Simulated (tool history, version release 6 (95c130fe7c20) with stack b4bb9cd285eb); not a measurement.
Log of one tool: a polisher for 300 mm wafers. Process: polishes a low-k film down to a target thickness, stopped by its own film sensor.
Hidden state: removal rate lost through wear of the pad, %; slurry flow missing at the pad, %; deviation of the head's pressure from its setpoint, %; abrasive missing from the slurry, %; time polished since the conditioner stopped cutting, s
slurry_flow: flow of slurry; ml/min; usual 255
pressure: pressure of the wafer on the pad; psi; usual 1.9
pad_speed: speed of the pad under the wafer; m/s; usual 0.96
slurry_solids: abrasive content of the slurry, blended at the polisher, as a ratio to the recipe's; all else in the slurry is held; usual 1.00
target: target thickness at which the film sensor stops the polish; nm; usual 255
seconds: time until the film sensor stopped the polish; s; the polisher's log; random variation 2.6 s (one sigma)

run	hour	slurry_flow	pressure	pad_speed	slurry_solids	target	wafers since the last listed run	wafers polished on this pad	hours since the slurry nozzle was cleaned	hours since the head pressure was calibrated	hours since the slurry blender was calibrated	hours since the conditioning disc was replaced	incoming thickness of the incoming film, nm	seconds
1	0.0	255	1.9	0.96	1.00	255	0	387	634.0	546.7	15.9	157.7	311.5	164.1
2	8.1	255	1.9	0.96	1.00	255	50	437	642.1	554.8	24.0	165.8	306.8	148.9
# hour 16.9: conditioning disc replaced and pad reconditioned
3	17.4	255	1.9	0.96	1.00	255	45	482	651.4	564.1	33.3	0.5	304.9	144.5
4	29.7	255	1.9	0.96	1.00	255	75	558	663.7	576.4	45.6	12.8	314.1	170.5
5	37.2	255	1.9	0.96	1.00	255	46	604	671.2	583.9	53.1	20.3	308.9	154.5
6	53.3	255	1.9	0.96	1.00	255	99	704	687.3	600.0	69.2	36.4	311.9	161.2
7	70.5	255	1.9	0.96	1.00	255	106	810	704.5	617.2	86.4	53.6	315.8	177.7
8	81.1	255	1.9	0.96	1.00	255	65	875	715.1	627.8	97.0	64.2	308.3	152.3
9	93.2	255	1.9	0.96	1.00	255	74	950	727.2	639.9	109.1	76.3	304.4	143.5
# hour 97.8: worn pad replaced by a new one
10	101.5	255	1.9	0.96	1.00	255	26	22	735.5	648.2	117.4	84.6	308.0	152.6
11	108.3	315	1.5	0.80	1.00	255	41	64	742.3	655.0	124.2	91.4	312.0	222.1
12	122.7	255	1.2	0.96	1.30	266	88	153	756.7	669.4	138.6	105.8	315.8	199.5
# hour 130.6: head pressure recalibrated
13	131.1	255	1.9	0.96	1.00	255	39	193	765.1	0.5	147.0	114.2	308.4	157.9
# hour 141.4: slurry nozzle cleaned
14	171.5	255	1.9	0.96	1.00	255	243	436	30.1	40.9	187.4	154.6	314.9	182.8
15	179.5	255	1.9	0.96	1.00	255	49	485	38.1	48.9	195.4	162.6	314.0	182.0
16	191.4	255	1.9	1.24	0.70	255	73	559	50.0	60.8	207.3	174.5	311.5	175.8
17	200.0	330	2.1	0.96	0.85	244	53	612	58.6	69.4	215.9	183.1	303.6	176.9
18	210.7	255	1.9	0.96	0.70	255	66	678	69.3	80.1	226.6	193.8	309.2	206.3
# hour 217.6: conditioning disc replaced and pad reconditioned
# hour 223.8: slurry blender recalibrated
19	227.4	255	1.9	0.96	1.00	255	78	756	86.0	96.8	3.6	9.8	311.1	169.3
20	235.7	255	1.9	0.96	1.00	255	51	807	94.3	105.1	11.9	18.1	311.3	175.2
21	245.0	290	2.5	1.10	0.90	255	57	865	103.6	114.4	21.2	27.4	309.1	116.9
# hour 252.9: worn pad replaced by a new one
22	258.6	335	1.7	1.22	1.00	255	59	35	117.2	128.0	34.8	41.0	308.4	150.4
23	275.2	255	1.9	0.96	1.00	255	102	137	133.8	144.6	51.4	57.6	313.9	183.5
24	282.2	255	1.9	0.96	1.25	255	43	180	140.8	151.6	58.4	64.6	309.9	149.0
25	290.8	255	1.9	0.96	1.00	255	53	234	149.4	160.2	67.0	73.2	309.4	166.4
26	301.3	255	1.6	0.96	1.00	255	64	298	159.9	170.7	77.5	83.7	309.9	194.4
27	351.4	255	1.9	0.66	1.15	255	309	608	210.0	220.8	127.6	133.8	307.8	191.6

Forecast each of these 3 alternatives for the next run:
A	351.9	255	1.9	0.96	1.00	274	3	611	210.5	221.3	128.1	134.3	311.2	?
B	351.9	255	1.7	0.96	1.00	255	3	611	210.5	221.3	128.1	134.3	311.2	?
C	351.9	255	1.9	0.96	1.30	255	3	611	210.5	221.3	128.1	134.3	311.2	?

run	seconds
A	113.8
B	192.1
C	151.3
Without the tool's hidden state the same runs would have given:
run	seconds
A	117.1
B	197.8
C	155.8
